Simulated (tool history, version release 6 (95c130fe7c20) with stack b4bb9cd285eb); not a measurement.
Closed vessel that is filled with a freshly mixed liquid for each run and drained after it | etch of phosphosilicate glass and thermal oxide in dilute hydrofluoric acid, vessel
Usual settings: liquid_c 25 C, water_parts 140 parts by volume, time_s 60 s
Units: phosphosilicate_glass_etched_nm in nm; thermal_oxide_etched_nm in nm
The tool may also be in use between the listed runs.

| run | hour | liquid_c | water_parts | time_s | read-back film thickness of the phosphosilicate glass reference wafer, read on the same gauge (nm) | read-back film thickness of the thermal oxide reference wafer, read on the same gauge (nm) | phosphosilicate_glass_etched_nm | thermal_oxide_etched_nm |
|---|---|---|---|---|---|---|---|---|
| 1 | 0 | 25 | 140 | 60 | 110.49 | 150.628 | 53.36 | 1.85 |
| 2 | 99.7 | 25 | 140 | 60 | 110.78 | 151.083 | 53.35 | 1.89 |
| 3 | 207 | 25 | 140 | 45 | 111.19 | 151.604 | 40.89 | 1.416 |
| 4 | 276.6 | 25 | 140 | 45 | 111.46 | 151.968 | 40.76 | 1.389 |
| 5 | 335.8 | 25 | 140 | 45 | 111.7 | 152.369 | 40.31 | 1.45 |
| 6 | 400.4 | 25 | 85 | 60 | 112.05 | 152.806 | 96.06 | 3.322 |
| 7 | 455.5 | 25 | 85 | 60 | 112.32 | 153.147 | 97.18 | 3.324 |
| 8 | 497.3 | 25 | 85 | 60 | 112.57 | 153.431 | 94.91 | 3.287 |
| 9 | 580.6 | 25 | 140 | 60 | 113.03 | 154.159 | 54.58 | 1.919 |
| 10 | 620 | 25 | 140 | 60 | 113.29 | 154.481 | 54.57 | 1.911 |
| 11 | 681 | 28 | 140 | 60 | 113.68 | 154.998 | 61.39 | 2.158 |
| 12 | 762.4 | 25 | 140 | 60 | 114.26 | 155.823 | 55.05 | 1.936 |
| 13 | 822.8 | 25 | 140 | 60 | 114.69 | 156.447 | 56.05 | 1.9 |
|  | 829.3 | gauge calibrated |
| 14 | 886.9 | 29.5 | 140 | 75 | 109.45 | 149.215 | 79.37 | 2.788 |
| 15 | 969.8 | 25 | 140 | 60 | 109.47 | 149.284 | 52.94 | 1.876 |
|  | 1046.5 | hydrofluoric acid flow meter replaced |
| 16 | 1067.6 | 21 | 200 | 50 | 109.59 | 149.475 | 24.72 | 0.877 |
|  | 1179.5 | thermometer replaced |
| 17 | 1247.9 | 22.5 | 175 | 30 | 109.92 | 149.902 | 18.57 | 0.647 |
| 18 | 1348.4 | 25 | 140 | 45 | 110.2 | 150.285 | 40.32 | 1.408 |
| 19 | 1435.7 | 28.5 | 180 | 60 | 110.5 | 150.655 | 45.13 | 1.602 |
| 20 | 1522.7 | 25 | 140 | 60 | 110.76 | 151.107 | 53.99 | 1.887 |

Run 21 comes next. What will it give?
| 21 | 1559.6 | 22 | 140 | 60 | ? | ? | ? | ? |

Run 21 gave read-back film thickness of the phosphosilicate glass reference wafer, read on the same gauge (nm) 110.93, read-back film thickness of the thermal oxide reference wafer, read on the same gauge (nm) 151.298, phosphosilicate_glass_etched_nm 48.25 nm, thermal_oxide_etched_nm 1.696 nm.
Without the tool's hidden state the same run would have given phosphosilicate_glass_etched_nm 47.83 nm, thermal_oxide_etched_nm 1.681 nm.
